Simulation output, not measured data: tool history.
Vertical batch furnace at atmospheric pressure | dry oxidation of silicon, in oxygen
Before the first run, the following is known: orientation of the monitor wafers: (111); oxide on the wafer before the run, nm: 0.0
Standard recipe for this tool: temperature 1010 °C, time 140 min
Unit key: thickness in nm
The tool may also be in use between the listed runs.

| run | hour | temperature | time | read-back reference wafer on the same gauge, thickness | thickness |
|---|---|---|---|---|---|
| 1 | 0 | 1010 | 140 | 118.14 | 120.49 |
| 2 | 43.1 | 1010 | 140 | 117.86 | 119.71 |
| 3 | 90.5 | 993 | 167 | 118.01 | 119.37 |
| 4 | 135.7 | 993 | 167 | 117.9 | 119.23 |
| 5 | 188.6 | 1010 | 157 | 118.12 | 128.9 |
| 6 | 215.6 | 1010 | 140 | 118 | 120.18 |
| 7 | 265 | 1010 | 140 | 117.89 | 120.39 |
| 8 | 315.1 | 1010 | 140 | 117.89 | 120.7 |
| 9 | 341.3 | 1010 | 140 | 118.06 | 120.31 |
| 10 | 394.4 | 1010 | 140 | 117.84 | 120.79 |
| 11 | 460.1 | 1010 | 140 | 118 | 120.8 |
| 12 | 495.9 | 997 | 91 | 117.84 | 83.49 |
|  | 669.6 | thermocouples replaced and temperature profile calibrated |
|  | 717.1 | boat lift adjusted |
| 13 | 717.6 | 997 | 91 | 117.9 | 82.7 |
| 14 | 747.6 | 997 | 91 | 118.15 | 82.54 |
| 15 | 793 | 1010 | 140 | 118.05 | 119.57 |
| 16 | 858.5 | 1010 | 140 | 118.06 | 118.83 |
| 17 | 893.2 | 1010 | 174.5 | 117.86 | 137.26 |
| 18 | 955.4 | 1010 | 140 | 118.07 | 118.47 |
| 19 | 1047.9 | 1010 | 140 | 117.97 | 117.95 |
| 20 | 1076.9 | 1030 | 190.5 | 118.04 | 162 |
| 21 | 1139.8 | 1010 | 140 | 117.91 | 117.66 |
| 22 | 1173.5 | 1010 | 140 | 117.79 | 118.42 |
| 23 | 1198.7 | 993 | 109 | 117.92 | 89.53 |
| 24 | 1245.1 | 1010 | 140 | 117.92 | 118.13 |
| 25 | 1288.2 | 1024 | 167 | 117.92 | 144.13 |
| 26 | 1338.8 | 1010 | 140 | 117.96 | 117.88 |
|  | 1346.5 | gauge calibrated |
| 27 | 1375.2 | 1027 | 194 | 118.09 | 159.28 |
| 28 | 1429.1 | 1010 | 160 | 117.81 | 128.31 |
| 29 | 1479 | 1019 | 174 | 117.97 | 142.91 |
| 30 | 1512.7 | 1010 | 140 | 117.98 | 117.22 |
| 31 | 1579.7 | 1032 | 166 | 117.84 | 149.6 |
| 32 | 1608.9 | 1010 | 171 | 118.02 | 132.99 |
| 33 | 1648.3 | 989 | 107.5 | 117.89 | 85.5 |
| 34 | 1692.2 | 991 | 105 | 117.8 | 84.96 |
| 35 | 1754.1 | 989 | 107.5 | 117.92 | 85.84 |
| 36 | 1788.8 | 993 | 109 | 118.07 | 89.26 |
| 37 | 1846.6 | 1021 | 172.5 | 118.03 | 142.97 |
| 38 | 2015.8 | 1010 | 165.5 | 118.11 | 131.31 |

Predict each of these 4 candidate next runs independently; none follows another, all start after run 38:
| A | 2022.9 | 1010 | 83 | ? | ? |
| B | 2022.9 | 1018 | 181 | ? | ? |
| C | 2022.9 | 997 | 164 | ? | ? |
| D | 2022.9 | 1033 | 140 | ? | ? |

| run | read-back reference wafer on the same gauge, thickness | thickness |
|---|---|---|
| A | 118.06 | 84.26 |
| B | 118.06 | 145.37 |
| C | 118.06 | 118.7 |
| D | 118.06 | 136.27 |
The same runs, with their run-to-run variation unchanged, on a tool lacking any hidden condition would have given:
| run | thickness |
|---|---|
| A | 86.04 |
| B | 148.04 |
| C | 120.99 |
| D | 138.53 |
